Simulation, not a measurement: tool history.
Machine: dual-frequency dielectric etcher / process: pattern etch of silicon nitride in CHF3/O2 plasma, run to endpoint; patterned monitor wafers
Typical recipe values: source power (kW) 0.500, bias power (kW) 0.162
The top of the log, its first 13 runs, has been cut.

run	hour	source power (kW)	bias power (kW)	wafers since the last listed run	hours since the last wet clean	hours since the last source power generator calibration	hours since the last bias power generator calibration	hours since the last upper electrode change	incoming incoming film thickness, nm	endpoint time (s)
14	882.2	0.500	0.162	528	467.0	890.9	4249.2	2863.8	71.3	55.3
# hour 915.0: upper electrode replaced, of another model than before
# hour 949.7: bias power generator calibrated
# hour 971.3: wet clean of the chamber
15	971.8	0.500	0.162	477	0.5	980.5	22.1	56.8	70.8	53.2
16	1033.7	0.500	0.194	738	62.4	1042.4	84.0	118.7	70.5	50.5
17	1116.8	0.500	0.147	991	145.5	1125.5	167.1	201.8	70.8	55.2
18	1177.0	0.580	0.128	718	205.7	1185.7	227.3	262.0	71.6	54.2
19	1243.2	0.580	0.143	790	271.9	1251.9	293.5	328.2	71.3	52.4
20	1309.5	0.610	0.127	791	338.2	1318.2	359.8	394.5	71.3	53.6
21	1360.0	0.500	0.162	602	388.7	1368.7	410.3	445.0	71.4	54.6
22	1456.6	0.460	0.124	1153	485.3	1465.3	506.9	541.6	70.0	59.7
23	1549.8	0.500	0.124	1112	578.5	1558.5	600.1	634.8	72.2	59.5
24	1614.6	0.590	0.189	773	643.3	1623.3	664.9	699.6	70.7	49.9
# hour 1693.3: wet clean of the chamber
25	1704.6	0.420	0.197	787	11.3	1713.3	754.9	789.6	70.9	54.7
26	1754.0	0.570	0.150	589	60.7	1762.7	804.3	839.0	71.0	52.2
# hour 1794.3: source power generator calibrated
27	1854.2	0.570	0.177	1148	160.9	59.9	904.5	939.2	70.1	49.8
28	1925.8	0.440	0.127	854	232.5	131.5	976.1	1010.8	70.7	59.9
29	2014.0	0.440	0.194	1052	320.7	219.7	1064.3	1099.0	71.0	54.5
30	2086.9	0.500	0.192	870	393.6	292.6	1137.2	1171.9	70.5	51.9
31	2159.8	0.580	0.143	870	466.5	365.5	1210.1	1244.8	71.1	53.9
32	2225.9	0.440	0.140	788	532.6	431.6	1276.2	1310.9	71.0	60.4
# hour 2339.0: wet clean of the chamber
33	2339.5	0.400	0.200	1069	0.5	545.2	1389.8	1424.5	70.5	54.6
34	2402.0	0.460	0.162	746	63.0	607.7	1452.3	1487.0	70.7	55.3
35	2497.1	0.600	0.144	1135	158.1	702.8	1547.4	1582.1	71.3	51.5
36	2560.4	0.500	0.162	755	221.4	766.1	1610.7	1645.4	71.0	53.6

Alternative continuations, all from the tool just after run 36; predict every row:
A	2560.8	0.500	0.131	4	221.8	766.5	1611.1	1645.8	71.2	?
B	2560.8	0.500	0.181	4	221.8	766.5	1611.1	1645.8	71.2	?
C	2560.8	0.410	0.145	4	221.8	766.5	1611.1	1645.8	71.2	?

run	endpoint time (s)
A	57.3
B	53.1
C	60.4
The same runs, with their run-to-run variation unchanged, on a tool lacking any hidden condition would have given:
run	endpoint time (s)
A	56.9
B	52.7
C	59.9
